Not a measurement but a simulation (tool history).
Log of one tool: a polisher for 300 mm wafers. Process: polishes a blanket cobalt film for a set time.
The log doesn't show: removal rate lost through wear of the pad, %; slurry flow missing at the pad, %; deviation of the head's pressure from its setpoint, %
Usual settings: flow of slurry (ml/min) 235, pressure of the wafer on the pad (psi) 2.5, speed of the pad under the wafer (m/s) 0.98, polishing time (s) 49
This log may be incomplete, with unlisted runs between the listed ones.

run,hour,flow of slurry (ml/min),pressure of the wafer on the pad (psi),speed of the pad under the wafer (m/s),polishing time (s),wafers since the last listed run,wafers polished on this pad,hours since the slurry nozzle was cleaned,hours since the head pressure was calibrated,"incoming thickness of the incoming film, nm",film removed (Å)
1,0,235,2.5,0.98,49,0,164,482.7,546.6,870.6,2662
2,9.9,235,3,0.98,55,145,310,492.6,556.5,856.4,3307
3,21.5,235,3,0.98,55,170,481,504.2,568.1,850.2,3240
4,37.8,235,3,0.98,55,239,721,520.5,584.4,854.1,3165
5,52.3,235,2.8,0.98,49,213,934,535,598.9,849.8,2632
6,68.7,235,2.8,0.98,49,241,1176,551.4,615.3,851,2633
7,81.7,235,2.8,0.98,49,191,1367,564.4,628.3,853.8,2568
8,88.5,235,2.5,0.98,49,100,1467,571.2,635.1,852.4,2429
9,100.2,235,2.5,0.98,49,172,1639,582.9,646.8,850.4,2453
10,117.3,235,2.5,0.98,49,251,1891,600,663.9,865.5,2421
# hour 123.7: worn pad replaced by a new one
11,125.1,235,2.5,0.98,49,55,20,607.8,671.7,858.2,2727
12,136.5,235,2.5,0.98,49,167,188,619.2,683.1,863,2669
# hour 170.8: slurry nozzle cleaned
13,177.4,235,2.5,0.98,49,587,775,6.6,724,860.4,2547
14,184.2,235,2.5,0.98,49,100,875,13.4,730.8,859.7,2474
15,193.4,235,2.5,0.98,49,135,1011,22.6,740,873.5,2520
16,207,235,2.5,0.98,33,200,1211,36.2,753.6,867,1686
17,221,260,2.5,0.98,35,206,1417,50.2,767.6,860.8,1784
18,235,235,2.5,0.98,49,206,1623,64.2,781.6,856.5,2531
19,244.6,305,2.5,1.12,63,141,1764,73.8,791.2,855.5,3642
# hour 260: worn pad replaced by a new one
20,275,265,2.5,0.82,49,388,220,104.2,821.6,864.4,2438
# hour 282: head pressure recalibrated
21,284.7,235,2.5,0.98,49,113,333,113.9,2.7,870.9,2461
22,292.9,275,2.5,0.98,40,120,454,122.1,10.9,862.2,2026
23,303.5,235,2.5,0.98,49,156,610,132.7,21.5,863.6,2423
24,320.3,235,3.2,0.76,34,247,857,149.5,38.3,858.5,1666
25,333,235,2.2,1.2,38,186,1044,162.2,51,857.9,1960
# hour 366.8: worn pad replaced by a new one
26,375.7,235,2.5,0.98,59,569,131,204.9,93.7,852.2,3132
27,389.9,235,1.9,0.98,56,209,340,219.1,107.9,846.7,2474
28,401.1,285,3,0.7,55,164,505,230.3,119.1,855.7,2600
29,407.4,265,2.9,0.98,49,92,598,236.6,125.4,873.8,2780
30,423.4,235,2.5,0.98,57,235,833,252.6,141.4,878.2,2880
31,433.7,170,2.5,0.98,49,151,985,262.9,151.7,866.8,2345
32,440,235,2.5,0.98,49,92,1078,269.2,158,860.5,2432
33,452.2,235,2.9,1.08,49,179,1257,281.4,170.2,868.1,2803
34,469,280,2.5,0.98,49,247,1504,298.2,187,855.6,2471
35,478.1,280,1.6,1.06,43,133,1638,307.3,196.1,859.3,1770
# hour 491.6: worn pad replaced by a new one
36,492.1,235,2.2,0.68,49,147,7,321.3,210.1,856.2,1999
37,503.8,235,2.5,0.98,49,172,179,333,221.8,855.7,2670
38,517.1,305,1.9,0.88,64,195,375,346.3,235.1,864.5,2816

Entry by entry between the runs, the difference in hidden state between the last listed run before and the first listed run after:
From run 10 to run 11: worn pad replaced by a new one (hour 123.7)
  removal rate lost through wear of the pad, %: 13.5 -> 0.613; deviation of the head's pressure from its setpoint, %: 10.1 -> 10.2
  measured minus no-state result, film removed (Å): -218 -> +141
From run 12 to run 13: slurry nozzle cleaned (hour 170.8)
  removal rate lost through wear of the pad, %: 3.53 -> 9.3; deviation of the head's pressure from its setpoint, %: 10.2 -> 10.4
  measured minus no-state result, film removed (Å): +62 -> -96
From run 19 to run 20: worn pad replaced by a new one (hour 260)
  removal rate lost through wear of the pad, %: 12.1 -> 4.77; deviation of the head's pressure from its setpoint, %: 10.6 -> 10.7
  measured minus no-state result, film removed (Å): -251 -> +33
From run 20 to run 21: head pressure recalibrated (hour 282)
  removal rate lost through wear of the pad, %: 4.77 -> 6.59; deviation of the head's pressure from its setpoint, %: 10.7 -> 0.459
  measured minus no-state result, film removed (Å): +33 -> -166
From run 25 to run 26: worn pad replaced by a new one (hour 366.8)
  removal rate lost through wear of the pad, %: 11.3 -> 2.77; deviation of the head's pressure from its setpoint, %: 2.21 -> 3.56
  measured minus no-state result, film removed (Å): -222 -> -22
From run 35 to run 36: worn pad replaced by a new one (hour 491.6)
  removal rate lost through wear of the pad, %: 12 -> 0.204; deviation of the head's pressure from its setpoint, %: 6.14 -> 6.43
  measured minus no-state result, film removed (Å): -170 -> +70
